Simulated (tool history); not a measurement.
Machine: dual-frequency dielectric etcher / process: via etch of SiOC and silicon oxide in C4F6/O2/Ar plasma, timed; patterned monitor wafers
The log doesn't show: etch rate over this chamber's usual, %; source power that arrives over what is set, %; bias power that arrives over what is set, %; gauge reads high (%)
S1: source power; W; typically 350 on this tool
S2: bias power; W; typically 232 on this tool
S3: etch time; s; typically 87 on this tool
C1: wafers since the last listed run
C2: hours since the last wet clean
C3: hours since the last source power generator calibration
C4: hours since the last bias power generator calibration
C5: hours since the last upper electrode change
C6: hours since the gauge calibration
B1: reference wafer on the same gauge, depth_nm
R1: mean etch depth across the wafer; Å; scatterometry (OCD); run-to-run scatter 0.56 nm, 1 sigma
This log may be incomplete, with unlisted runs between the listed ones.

Run 1, hour 0: usual settings; C1 0; C2 309.8; C3 4187.1; C4 3369.5; C5 2424.3; C6 1053.8; B1 84.9. Result: R1 1025 Å.
Run 2, hour 56.6: usual settings but S1 290 W; C1 591; C2 366.4; C3 4243.7; C4 3426.1; C5 2480.9; C6 1110.4; B1 85.2. Result: R1 898 Å.
Run 3, hour 178.2: usual settings but S1 290 W; C1 1271; C2 488; C3 4365.3; C4 3547.7; C5 2602.5; C6 1232; B1 84.9. Result: R1 912 Å.
Run 4, hour 244.9: usual settings but S1 290 W; C1 697; C2 554.7; C3 4432; C4 3614.4; C5 2669.2; C6 1298.7; B1 85. Result: R1 896 Å.
At hour 307.8: wet clean of the chamber.
Run 5, hour 308.3: usual settings; C1 412; C2 0.5; C3 4495.4; C4 3677.8; C5 2732.6; C6 1362.1; B1 85.2. Result: R1 1017 Å.
Run 6, hour 343.4: usual settings but S2 249 W; C1 367; C2 35.6; C3 4530.5; C4 3712.9; C5 2767.7; C6 1397.2; B1 84.9. Result: R1 1041 Å.
Run 7, hour 376.9: usual settings but S3 99.5 s; C1 350; C2 69.1; C3 4564; C4 3746.4; C5 2801.2; C6 1430.7; B1 84.9. Result: R1 1163 Å.
Run 8, hour 419.7: usual settings but S3 99.5 s; C1 447; C2 111.9; C3 4606.8; C4 3789.2; C5 2844; C6 1473.5; B1 85. Result: R1 1158 Å.
At hour 460: source power generator calibrated.
Run 9, hour 464.2: usual settings but S3 99.5 s; C1 423; C2 156.4; C3 4.2; C4 3833.7; C5 2888.5; C6 1518; B1 85.2. Result: R1 1166 Å.
Run 10, hour 510.7: usual settings; C1 486; C2 202.9; C3 50.7; C4 3880.2; C5 2935; C6 1564.5; B1 85. Result: R1 1018 Å.
At hour 546.8: bias power generator calibrated.
Run 11, hour 547.3: usual settings; C1 340; C2 239.5; C3 87.3; C4 0.5; C5 2971.6; C6 1601.1; B1 84.9. Result: R1 1014 Å.
Run 12, hour 571.3: usual settings but S3 98.5 s; C1 250; C2 263.5; C3 111.3; C4 24.5; C5 2995.6; C6 1625.1; B1 85. Result: R1 1143 Å.
Run 13, hour 595.8: usual settings; C1 256; C2 288; C3 135.8; C4 49; C5 3020.1; C6 1649.6; B1 85. Result: R1 1013 Å.
Run 14, hour 657.8: usual settings but S1 300 W, S3 80.5 s; C1 648; C2 350; C3 197.8; C4 111; C5 3082.1; C6 1711.6; B1 85.2. Result: R1 850 Å.
Run 15, hour 700.9: usual settings; C1 450; C2 393.1; C3 240.9; C4 154.1; C5 3125.2; C6 1754.7; B1 84.9. Result: R1 1012 Å.
At hour 735.9: gauge calibrated.
At hour 857.1: wet clean of the chamber.
Run 16, hour 894: usual settings; C1 1768; C2 36.9; C3 434; C4 347.2; C5 3318.3; C6 158.1; B1 85.1. Result: R1 1021 Å.
Run 17, hour 942.3: usual settings; C1 505; C2 85.2; C3 482.3; C4 395.5; C5 3366.6; C6 206.4; B1 85.1. Result: R1 1014 Å.
Run 18, hour 998.6: usual settings but S3 61.5 s; C1 588; C2 141.5; C3 538.6; C4 451.8; C5 3422.9; C6 262.7; B1 84.9. Result: R1 719 Å.
Run 19, hour 1053.5: usual settings but S2 275 W, S3 70 s; C1 574; C2 196.4; C3 593.5; C4 506.7; C5 3477.8; C6 317.6; B1 85.2. Result: R1 854 Å.
At hour 1089.7: upper electrode replaced.
Run 20, hour 1115.4: usual settings but S1 300 W, S3 100.5 s; C1 396; C2 258.3; C3 655.4; C4 568.6; C5 25.7; C6 379.5; B1 84.9. Result: R1 1059 Å.
Run 21, hour 1184.2: usual settings but S1 420 W; C1 719; C2 327.1; C3 724.2; C4 637.4; C5 94.5; C6 448.3; B1 85. Result: R1 1132 Å.
Run 22, hour 1216.1: usual settings but S2 273 W, S3 76 s; C1 333; C2 359; C3 756.1; C4 669.3; C5 126.4; C6 480.2; B1 85.1. Result: R1 944 Å.
Run 23, hour 1261.2: usual settings but S1 280 W, S2 184 W, S3 62 s; C1 471; C2 404.1; C3 801.2; C4 714.4; C5 171.5; C6 525.3; B1 85.1. Result: R1 589 Å.
Run 24, hour 1293.1: usual settings but S1 260 W; C1 333; C2 436; C3 833.1; C4 746.3; C5 203.4; C6 557.2; B1 85. Result: R1 831 Å.
Run 25, hour 1340.7: usual settings but S2 185 W, S3 62.5 s; C1 497; C2 483.6; C3 880.7; C4 793.9; C5 251; C6 604.8; B1 85.1. Result: R1 682 Å.
Run 26, hour 1374.9: usual settings but S3 110 s; C1 357; C2 517.8; C3 914.9; C4 828.1; C5 285.2; C6 639; B1 85.1. Result: R1 1266 Å.
Run 27, hour 1419.4: usual settings but S1 380 W, S2 217 W, S3 103 s; C1 465; C2 562.3; C3 959.4; C4 872.6; C5 329.7; C6 683.5; B1 84.8. Result: R1 1227 Å.
Run 28, hour 1473: usual settings but S1 310 W, S3 79.5 s; C1 560; C2 615.9; C3 1013; C4 926.2; C5 383.3; C6 737.1; B1 85. Result: R1 866 Å.
At hour 1497.7: wet clean of the chamber.
Run 29, hour 1504.4: usual settings but S1 290 W, S2 285 W, S3 100.5 s; C1 77; C2 6.7; C3 1044.4; C4 957.6; C5 414.7; C6 768.5; B1 85.1. Result: R1 1109 Å.

What if the next run were any one of these 5? Each begins from the tool's condition after run 29:
Run A, hour 1504.8: usual settings but S2 287 W; C1 4; C2 7.1; C3 1044.8; C4 958; C5 415.1; C6 768.9; B1 ?. Result: R1 ?.
Run B, hour 1504.8: usual settings but S1 420 W, S2 185 W, S3 67 s; C1 4; C2 7.1; C3 1044.8; C4 958; C5 415.1; C6 768.9; B1 ?. Result: R1 ?.
Run C, hour 1504.8: usual settings but S2 175 W, S3 104 s; C1 4; C2 7.1; C3 1044.8; C4 958; C5 415.1; C6 768.9; B1 ?. Result: R1 ?.
Run D, hour 1504.8: usual settings but S1 430 W, S2 265 W; C1 4; C2 7.1; C3 1044.8; C4 958; C5 415.1; C6 768.9; B1 ?. Result: R1 ?.
Run E, hour 1504.8: usual settings but S2 183 W; C1 4; C2 7.1; C3 1044.8; C4 958; C5 415.1; C6 768.9; B1 ?. Result: R1 ?.

run    B1    R1
  A  84.9  1092
  B  84.9   819
  C  84.9  1124
  D  84.9  1198
  E  84.9   952
Had the tool no hidden state, the same runs would have come out as:
run    R1
  A  1092
  B   819
  C  1124
  D  1198
  E   952
